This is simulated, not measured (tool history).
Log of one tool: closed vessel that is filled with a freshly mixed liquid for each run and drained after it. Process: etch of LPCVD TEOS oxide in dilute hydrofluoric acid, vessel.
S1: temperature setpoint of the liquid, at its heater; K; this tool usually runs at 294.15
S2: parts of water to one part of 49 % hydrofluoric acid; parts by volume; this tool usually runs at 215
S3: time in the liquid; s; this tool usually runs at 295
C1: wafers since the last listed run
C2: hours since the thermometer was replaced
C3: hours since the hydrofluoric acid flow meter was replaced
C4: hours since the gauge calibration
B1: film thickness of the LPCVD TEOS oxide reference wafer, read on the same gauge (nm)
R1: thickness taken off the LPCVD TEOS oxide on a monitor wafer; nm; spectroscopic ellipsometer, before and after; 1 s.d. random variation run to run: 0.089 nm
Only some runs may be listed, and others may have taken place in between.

| run | day | S1 | S2 | S3 | C1 | C2 | C3 | C4 | B1 | R1 |
|---|---|---|---|---|---|---|---|---|---|---|
| 1 | 0.000 | 294.15 | 190 | 295 | 0 | 2233.6 | 1798.9 | 176.2 | 150.01 | 20.36 |
| 2 | 0.483 | 294.15 | 190 | 295 | 996 | 2245.2 | 1810.5 | 187.8 | 149.98 | 20.29 |
| 3 | 0.792 | 294.15 | 190 | 295 | 635 | 2252.6 | 1817.9 | 195.2 | 150.03 | 20.25 |
|  | 1.179 | gauge calibrated |
| 4 | 1.333 | 294.15 | 215 | 295 | 1116 | 2265.6 | 1830.9 | 3.7 | 149.97 | 17.43 |
| 5 | 2.042 | 294.15 | 215 | 295 | 1460 | 2282.6 | 1847.9 | 20.7 | 149.98 | 17.54 |
| 6 | 2.379 | 294.15 | 215 | 295 | 695 | 2290.7 | 1856.0 | 28.8 | 149.99 | 17.50 |
| 7 | 2.992 | 294.15 | 215 | 295 | 1262 | 2305.4 | 1870.7 | 43.5 | 149.99 | 17.55 |
| 8 | 3.662 | 294.15 | 215 | 295 | 1382 | 2321.5 | 1886.8 | 59.6 | 150.06 | 17.54 |
| 9 | 4.362 | 294.15 | 215 | 295 | 1443 | 2338.3 | 1903.6 | 76.4 | 150.00 | 17.45 |
| 10 | 4.700 | 292.65 | 215 | 295 | 695 | 2346.4 | 1911.7 | 84.5 | 149.98 | 16.32 |
| 11 | 4.988 | 292.65 | 215 | 295 | 592 | 2353.3 | 1918.6 | 91.4 | 149.97 | 16.63 |
| 12 | 5.296 | 294.15 | 285 | 370 | 635 | 2360.7 | 1926.0 | 98.8 | 150.01 | 15.59 |
| 13 | 5.650 | 296.65 | 280 | 160 | 730 | 2369.2 | 1934.5 | 107.3 | 150.02 | 7.53 |
| 14 | 5.988 | 294.15 | 160 | 405 | 695 | 2377.3 | 1942.6 | 115.4 | 150.04 | 34.24 |
| 15 | 6.662 | 290.15 | 305 | 425 | 1391 | 2393.5 | 1958.8 | 131.6 | 150.03 | 14.04 |
|  | 6.733 | hydrofluoric acid flow meter replaced |
| 16 | 7.254 | 296.15 | 215 | 405 | 1133 | 2407.7 | 12.5 | 145.8 | 149.99 | 25.86 |
|  | 7.688 | gauge calibrated |
| 17 | 8.000 | 294.15 | 215 | 295 | 1537 | 2425.6 | 30.4 | 7.5 | 149.94 | 17.53 |
| 18 | 8.317 | 294.15 | 215 | 390 | 652 | 2433.2 | 38.0 | 15.1 | 150.01 | 23.16 |
|  | 8.500 | thermometer replaced |
| 19 | 8.604 | 297.15 | 260 | 130 | 506 | 2.5 | 44.9 | 22.0 | 150.00 | 6.83 |
| 20 | 9.250 | 294.15 | 215 | 295 | 1331 | 18.0 | 60.4 | 37.5 | 149.98 | 17.54 |
| 21 | 9.879 | 296.65 | 320 | 245 | 1296 | 33.1 | 75.5 | 52.6 | 149.96 | 9.57 |
| 22 | 10.479 | 295.65 | 215 | 295 | 1236 | 47.5 | 89.9 | 67.0 | 149.97 | 18.62 |
| 23 | 10.917 | 294.15 | 260 | 295 | 901 | 58.0 | 100.4 | 77.5 | 150.04 | 13.84 |

Predict each of these 4 candidate next runs independently; none follows another, all start after run 23:
| A | 10.946 | 294.15 | 170 | 295 | 60 | 58.7 | 101.1 | 78.2 | ? | ? |
| B | 10.946 | 297.15 | 175 | 160 | 60 | 58.7 | 101.1 | 78.2 | ? | ? |
| C | 10.946 | 290.15 | 310 | 340 | 60 | 58.7 | 101.1 | 78.2 | ? | ? |
| D | 10.946 | 298.15 | 300 | 165 | 60 | 58.7 | 101.1 | 78.2 | ? | ? |

| run | B1 | R1 |
|---|---|---|
| A | 149.96 | 23.47 |
| B | 149.96 | 13.79 |
| C | 149.96 | 11.18 |
| D | 149.96 | 7.55 |
The same runs, with their run-to-run variation unchanged, on a tool lacking any hidden condition would have given:
| run | R1 |
|---|---|
| A | 23.47 |
| B | 13.79 |
| C | 11.18 |
| D | 7.55 |

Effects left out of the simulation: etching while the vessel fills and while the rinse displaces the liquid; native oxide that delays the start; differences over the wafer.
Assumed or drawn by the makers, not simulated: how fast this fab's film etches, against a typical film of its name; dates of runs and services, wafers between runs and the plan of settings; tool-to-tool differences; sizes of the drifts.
